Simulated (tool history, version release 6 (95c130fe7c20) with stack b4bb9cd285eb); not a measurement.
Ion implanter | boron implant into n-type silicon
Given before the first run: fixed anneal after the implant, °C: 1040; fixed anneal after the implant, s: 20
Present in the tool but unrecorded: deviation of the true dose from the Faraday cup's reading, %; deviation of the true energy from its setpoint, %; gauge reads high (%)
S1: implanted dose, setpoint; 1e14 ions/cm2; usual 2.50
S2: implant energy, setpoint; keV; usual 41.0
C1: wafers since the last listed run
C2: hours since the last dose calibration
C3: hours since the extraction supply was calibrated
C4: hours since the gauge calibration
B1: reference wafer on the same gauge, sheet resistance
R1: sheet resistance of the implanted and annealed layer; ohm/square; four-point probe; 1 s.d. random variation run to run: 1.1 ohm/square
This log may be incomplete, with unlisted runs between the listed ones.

run 1 hour=0.0 | S1=2.20 S2=41.0 | C1=0 C2=378.7 C3=2486.4 C4=220.6 | B1=405.03 | R1=380.34
run 2 hour=190.8 | S1=2.20 S2=41.0 | C1=4455 C2=569.5 C3=2677.2 C4=411.4 | B1=404.82 | R1=385.11
run 3 hour=217.2 | S1=2.20 S2=41.0 | C1=616 C2=595.9 C3=2703.6 C4=437.8 | B1=405.06 | R1=381.10
run 4 hour=281.2 | S1=2.50 S2=41.0 | C1=1494 C2=659.9 C3=2767.6 C4=501.8 | B1=404.96 | R1=349.98
run 5 hour=323.4 | S1=2.50 S2=41.0 | C1=985 C2=702.1 C3=2809.8 C4=544.0 | B1=404.97 | R1=349.49
run 6 hour=386.3 | S1=2.50 S2=41.0 | C1=1468 C2=765.0 C3=2872.7 C4=606.9 | B1=404.77 | R1=349.61
run 7 hour=455.1 | S1=2.50 S2=41.0 | C1=1606 C2=833.8 C3=2941.5 C4=675.7 | B1=404.92 | R1=350.09
run 8 hour=484.9 | S1=2.50 S2=41.0 | C1=695 C2=863.6 C3=2971.3 C4=705.5 | B1=405.15 | R1=347.71
run 9 hour=530.8 | S1=2.50 S2=41.0 | C1=1071 C2=909.5 C3=3017.2 C4=751.4 | B1=404.97 | R1=350.43
run 10 hour=590.5 | S1=2.50 S2=45.5 | C1=1393 C2=969.2 C3=3076.9 C4=811.1 | B1=404.76 | R1=344.86
run 11 hour=626.6 | S1=2.50 S2=45.5 | C1=842 C2=1005.3 C3=3113.0 C4=847.2 | B1=404.82 | R1=346.88
run 12 hour=697.1 | S1=2.50 S2=45.5 | C1=1646 C2=1075.8 C3=3183.5 C4=917.7 | B1=405.14 | R1=346.62
run 13 hour=724.5 | S1=2.50 S2=37.0 | C1=639 C2=1103.2 C3=3210.9 C4=945.1 | B1=405.02 | R1=356.85
run 14 hour=749.3 | S1=2.50 S2=37.0 | C1=579 C2=1128.0 C3=3235.7 C4=969.9 | B1=404.94 | R1=356.79
run 15 hour=846.8 | S1=2.86 S2=41.0 | C1=2276 C2=1225.5 C3=3333.2 C4=1067.4 | B1=405.31 | R1=318.96
run 16 hour=893.3 | S1=2.86 S2=41.0 | C1=1085 C2=1272.0 C3=3379.7 C4=1113.9 | B1=405.05 | R1=318.55
-- hour=943.9 Faraday cup replaced and dose calibrated
run 17 hour=948.8 | S1=2.86 S2=41.0 | C1=1109 C2=4.9 C3=3435.2 C4=1169.4 | B1=404.93 | R1=305.80
run 18 hour=997.8 | S1=2.50 S2=41.0 | C1=1144 C2=53.9 C3=3484.2 C4=1218.4 | B1=404.80 | R1=342.07
run 19 hour=1031.4 | S1=2.06 S2=36.0 | C1=784 C2=87.5 C3=3517.8 C4=1252.0 | B1=405.19 | R1=407.26
run 20 hour=1062.9 | S1=2.50 S2=41.0 | C1=735 C2=119.0 C3=3549.3 C4=1283.5 | B1=404.99 | R1=343.00
run 21 hour=1124.8 | S1=2.50 S2=41.0 | C1=1445 C2=180.9 C3=3611.2 C4=1345.4 | B1=405.03 | R1=343.32
-- hour=1148.4 extraction supply calibrated
run 22 hour=1154.3 | S1=2.91 S2=54.0 | C1=502 C2=210.4 C3=5.9 C4=1374.9 | B1=404.96 | R1=293.18
run 23 hour=1191.1 | S1=2.87 S2=49.0 | C1=859 C2=247.2 C3=42.7 C4=1411.7 | B1=405.19 | R1=300.56
run 24 hour=1250.1 | S1=2.26 S2=34.0 | C1=1377 C2=306.2 C3=101.7 C4=1470.7 | B1=404.97 | R1=380.90
run 25 hour=1321.3 | S1=3.00 S2=27.0 | C1=1662 C2=377.4 C3=172.9 C4=1541.9 | B1=404.97 | R1=312.73
run 26 hour=1385.8 | S1=2.50 S2=41.0 | C1=1506 C2=441.9 C3=237.4 C4=1606.4 | B1=405.28 | R1=345.19
-- hour=1413.6 gauge calibrated
run 27 hour=1437.4 | S1=2.90 S2=37.5 | C1=1204 C2=493.5 C3=289.0 C4=23.8 | B1=404.65 | R1=309.88
run 28 hour=1505.6 | S1=2.93 S2=49.0 | C1=1592 C2=561.7 C3=357.2 C4=92.0 | B1=404.80 | R1=299.42
run 29 hour=1576.4 | S1=2.06 S2=47.0 | C1=1653 C2=632.5 C3=428.0 C4=162.8 | B1=405.06 | R1=394.39
run 30 hour=1671.9 | S1=2.90 S2=37.5 | C1=2229 C2=728.0 C3=523.5 C4=258.3 | B1=404.82 | R1=311.80
run 31 hour=1732.0 | S1=2.50 S2=41.0 | C1=1403 C2=788.1 C3=583.6 C4=318.4 | B1=405.25 | R1=348.36
run 32 hour=1830.7 | S1=1.76 S2=28.5 | C1=2304 C2=886.8 C3=682.3 C4=417.1 | B1=405.06 | R1=480.64
run 33 hour=1867.7 | S1=2.50 S2=41.0 | C1=863 C2=923.8 C3=719.3 C4=454.1 | B1=404.73 | R1=347.72
run 34 hour=1939.0 | S1=2.78 S2=41.0 | C1=1664 C2=995.1 C3=790.6 C4=525.4 | B1=405.43 | R1=322.07
run 35 hour=2081.6 | S1=1.99 S2=36.0 | C1=3329 C2=1137.7 C3=933.2 C4=668.0 | B1=405.02 | R1=429.23
run 36 hour=2151.0 | S1=3.17 S2=41.0 | C1=1620 C2=1207.1 C3=1002.6 C4=737.4 | B1=404.95 | R1=291.46
run 37 hour=2179.4 | S1=1.81 S2=48.0 | C1=663 C2=1235.5 C3=1031.0 C4=765.8 | B1=404.69 | R1=441.22
run 38 hour=2234.8 | S1=2.50 S2=41.0 | C1=1293 C2=1290.9 C3=1086.4 C4=821.2 | B1=404.53 | R1=351.56

Below are 3 alternative next runs, each starting from the tool's condition after run 38. Predict each:
run A hour=2235.2 | S1=2.50 S2=41.0 | C1=9 C2=1291.3 C3=1086.8 C4=821.6 | B1=? | R1=?
run B hour=2235.2 | S1=2.29 S2=33.5 | C1=9 C2=1291.3 C3=1086.8 C4=821.6 | B1=? | R1=?
run C hour=2235.2 | S1=2.01 S2=41.0 | C1=9 C2=1291.3 C3=1086.8 C4=821.6 | B1=? | R1=?

run=A B1=404.71 R1=352.87
run=B B1=404.71 R1=387.66
run=C B1=404.71 R1=417.61
Had the tool no hidden state, the same runs would have come out as:
run=A R1=341.57
run=B R1=375.17
run=C R1=404.61
